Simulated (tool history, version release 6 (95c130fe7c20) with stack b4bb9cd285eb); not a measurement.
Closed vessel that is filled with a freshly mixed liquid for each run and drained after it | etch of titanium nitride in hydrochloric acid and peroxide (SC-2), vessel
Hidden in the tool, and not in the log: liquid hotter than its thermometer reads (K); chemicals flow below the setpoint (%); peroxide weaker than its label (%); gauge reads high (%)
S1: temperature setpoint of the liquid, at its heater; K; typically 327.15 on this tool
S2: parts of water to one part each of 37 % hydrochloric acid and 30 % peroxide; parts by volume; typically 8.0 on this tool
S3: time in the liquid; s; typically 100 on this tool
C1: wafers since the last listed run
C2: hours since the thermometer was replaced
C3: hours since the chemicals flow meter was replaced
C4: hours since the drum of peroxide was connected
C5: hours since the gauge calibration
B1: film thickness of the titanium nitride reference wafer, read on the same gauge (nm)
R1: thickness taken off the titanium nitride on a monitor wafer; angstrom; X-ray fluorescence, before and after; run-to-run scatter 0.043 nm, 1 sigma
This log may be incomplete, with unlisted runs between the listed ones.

{"run": 1, "hour": 0.0, "S1": 327.15, "S2": 8.0, "S3": 100, "C1": 0, "C2": 156.7, "C3": 1353.2, "C4": 86.3, "C5": 1248.8, "B1": 70.01, "R1": 58.8}
{"run": 2, "hour": 91.5, "S1": 327.15, "S2": 8.0, "S3": 100, "C1": 11152, "C2": 248.2, "C3": 1444.7, "C4": 177.8, "C5": 1340.3, "B1": 70.01, "R1": 58.6}
{"run": 3, "hour": 142.6, "S1": 327.15, "S2": 8.0, "S3": 100, "C1": 6228, "C2": 299.3, "C3": 1495.8, "C4": 228.9, "C5": 1391.4, "B1": 70.0, "R1": 58.1}
{"run": 4, "hour": 202.7, "S1": 327.15, "S2": 8.0, "S3": 100, "C1": 7325, "C2": 359.4, "C3": 1555.9, "C4": 289.0, "C5": 1451.5, "B1": 69.96, "R1": 58.0}
{"run": 5, "hour": 248.8, "S1": 327.15, "S2": 8.0, "S3": 100, "C1": 5619, "C2": 405.5, "C3": 1602.0, "C4": 335.1, "C5": 1497.6, "B1": 70.01, "R1": 57.5}
{"run": 6, "hour": 298.3, "S1": 324.65, "S2": 8.0, "S3": 55, "C1": 6033, "C2": 455.0, "C3": 1651.5, "C4": 384.6, "C5": 1547.1, "B1": 70.01, "R1": 26.7}
{"run": 7, "hour": 347.7, "S1": 324.65, "S2": 8.0, "S3": 55, "C1": 6021, "C2": 504.4, "C3": 1700.9, "C4": 434.0, "C5": 1596.5, "B1": 70.0, "R1": 26.6}
{"run": 8, "hour": 385.3, "S1": 327.15, "S2": 5.5, "S3": 130, "C1": 4583, "C2": 542.0, "C3": 1738.5, "C4": 471.6, "C5": 1634.1, "B1": 69.98, "R1": 100.5}
{"run": 9, "hour": 478.0, "S1": 327.15, "S2": 8.0, "S3": 100, "C1": 11299, "C2": 634.7, "C3": 1831.2, "C4": 564.3, "C5": 1726.8, "B1": 70.0, "R1": 56.6}
{"run": 10, "hour": 534.6, "S1": 318.15, "S2": 11.5, "S3": 130, "C1": 6898, "C2": 691.3, "C3": 1887.8, "C4": 620.9, "C5": 1783.4, "B1": 69.99, "R1": 29.6}
{"run": 11, "hour": 638.4, "S1": 327.15, "S2": 8.0, "S3": 100, "C1": 12652, "C2": 795.1, "C3": 1991.6, "C4": 724.7, "C5": 1887.2, "B1": 69.97, "R1": 56.2}
{"run": 12, "hour": 713.1, "S1": 335.15, "S2": 8.0, "S3": 100, "C1": 9105, "C2": 869.8, "C3": 2066.3, "C4": 799.4, "C5": 1961.9, "B1": 70.02, "R1": 92.8}
{"hour": 766.2, "done": "chemicals flow meter replaced"}
{"run": 13, "hour": 810.2, "S1": 327.15, "S2": 9.5, "S3": 100, "C1": 11713, "C2": 966.9, "C3": 44.0, "C4": 896.5, "C5": 2059.0, "B1": 69.99, "R1": 51.5}
{"hour": 833.3, "done": "gauge calibrated"}
{"run": 14, "hour": 888.0, "S1": 327.15, "S2": 9.5, "S3": 100, "C1": 9482, "C2": 1044.7, "C3": 121.8, "C4": 974.3, "C5": 54.7, "B1": 69.96, "R1": 51.0}
{"run": 15, "hour": 953.0, "S1": 335.65, "S2": 4.0, "S3": 45, "C1": 7922, "C2": 1109.7, "C3": 186.8, "C4": 1039.3, "C5": 119.7, "B1": 69.95, "R1": 75.1}
{"run": 16, "hour": 1049.8, "S1": 327.15, "S2": 5.5, "S3": 160, "C1": 11798, "C2": 1206.5, "C3": 283.6, "C4": 1136.1, "C5": 216.5, "B1": 70.02, "R1": 122.5}
{"hour": 1076.4, "done": "thermometer replaced"}
{"hour": 1097.1, "done": "new drum of peroxide connected"}
{"run": 17, "hour": 1147.0, "S1": 332.15, "S2": 10.5, "S3": 65, "C1": 11603, "C2": 70.6, "C3": 380.8, "C4": 49.9, "C5": 313.7, "B1": 70.01, "R1": 42.9}
{"run": 18, "hour": 1216.6, "S1": 330.15, "S2": 8.0, "S3": 100, "C1": 8483, "C2": 140.2, "C3": 450.4, "C4": 119.5, "C5": 383.3, "B1": 69.98, "R1": 72.7}
{"run": 19, "hour": 1268.3, "S1": 327.15, "S2": 8.0, "S3": 135, "C1": 6301, "C2": 191.9, "C3": 502.1, "C4": 171.2, "C5": 435.0, "B1": 69.97, "R1": 81.5}
{"run": 20, "hour": 1305.0, "S1": 327.15, "S2": 8.0, "S3": 50, "C1": 4473, "C2": 228.6, "C3": 538.8, "C4": 207.9, "C5": 471.7, "B1": 70.02, "R1": 29.8}
{"run": 21, "hour": 1355.3, "S1": 329.65, "S2": 8.0, "S3": 100, "C1": 6130, "C2": 278.9, "C3": 589.1, "C4": 258.2, "C5": 522.0, "B1": 69.97, "R1": 69.6}
{"run": 22, "hour": 1444.3, "S1": 327.15, "S2": 8.0, "S3": 100, "C1": 10848, "C2": 367.9, "C3": 678.1, "C4": 347.2, "C5": 611.0, "B1": 70.0, "R1": 59.4}
{"run": 23, "hour": 1545.5, "S1": 335.65, "S2": 8.0, "S3": 100, "C1": 12335, "C2": 469.1, "C3": 779.3, "C4": 448.4, "C5": 712.2, "B1": 69.99, "R1": 101.9}
{"run": 24, "hour": 1605.4, "S1": 322.65, "S2": 8.0, "S3": 155, "C1": 7301, "C2": 529.0, "C3": 839.2, "C4": 508.3, "C5": 772.1, "B1": 70.0, "R1": 67.4}
{"run": 25, "hour": 1697.0, "S1": 327.15, "S2": 8.0, "S3": 100, "C1": 11164, "C2": 620.6, "C3": 930.8, "C4": 599.9, "C5": 863.7, "B1": 69.97, "R1": 58.9}
{"run": 26, "hour": 1758.0, "S1": 327.15, "S2": 8.0, "S3": 100, "C1": 7435, "C2": 681.6, "C3": 991.8, "C4": 660.9, "C5": 924.7, "B1": 69.96, "R1": 57.6}
{"run": 27, "hour": 1853.8, "S1": 332.65, "S2": 7.0, "S3": 120, "C1": 11676, "C2": 777.4, "C3": 1087.6, "C4": 756.7, "C5": 1020.5, "B1": 69.97, "R1": 109.5}
{"run": 28, "hour": 1916.3, "S1": 334.15, "S2": 11.0, "S3": 60, "C1": 7618, "C2": 839.9, "C3": 1150.1, "C4": 819.2, "C5": 1083.0, "B1": 70.02, "R1": 41.3}

Here are 5 independent what-if runs from the current tool condition. What would each one return?
{"run": "A", "hour": 1917.0, "S1": 331.65, "S2": 8.0, "S3": 100, "C1": 85, "C2": 840.6, "C3": 1150.8, "C4": 819.9, "C5": 1083.7, "B1": "?", "R1": "?"}
{"run": "B", "hour": 1917.0, "S1": 323.15, "S2": 8.0, "S3": 100, "C1": 85, "C2": 840.6, "C3": 1150.8, "C4": 819.9, "C5": 1083.7, "B1": "?", "R1": "?"}
{"run": "C", "hour": 1917.0, "S1": 322.65, "S2": 4.5, "S3": 70, "C1": 85, "C2": 840.6, "C3": 1150.8, "C4": 819.9, "C5": 1083.7, "B1": "?", "R1": "?"}
{"run": "D", "hour": 1917.0, "S1": 318.65, "S2": 5.0, "S3": 100, "C1": 85, "C2": 840.6, "C3": 1150.8, "C4": 819.9, "C5": 1083.7, "B1": "?", "R1": "?"}
{"run": "E", "hour": 1917.0, "S1": 321.15, "S2": 11.5, "S3": 100, "C1": 85, "C2": 840.6, "C3": 1150.8, "C4": 819.9, "C5": 1083.7, "B1": "?", "R1": "?"}

run=A B1=69.95 R1=75.0
run=B B1=69.95 R1=43.2
run=C B1=69.95 R1=45.3
run=D B1=69.95 R1=45.8
run=E B1=69.95 R1=27.9
What these runs would have given with no unlogged condition in the tool:
run=A R1=81.5
run=B R1=46.9
run=C R1=48.9
run=D R1=49.5
run=E R1=30.4
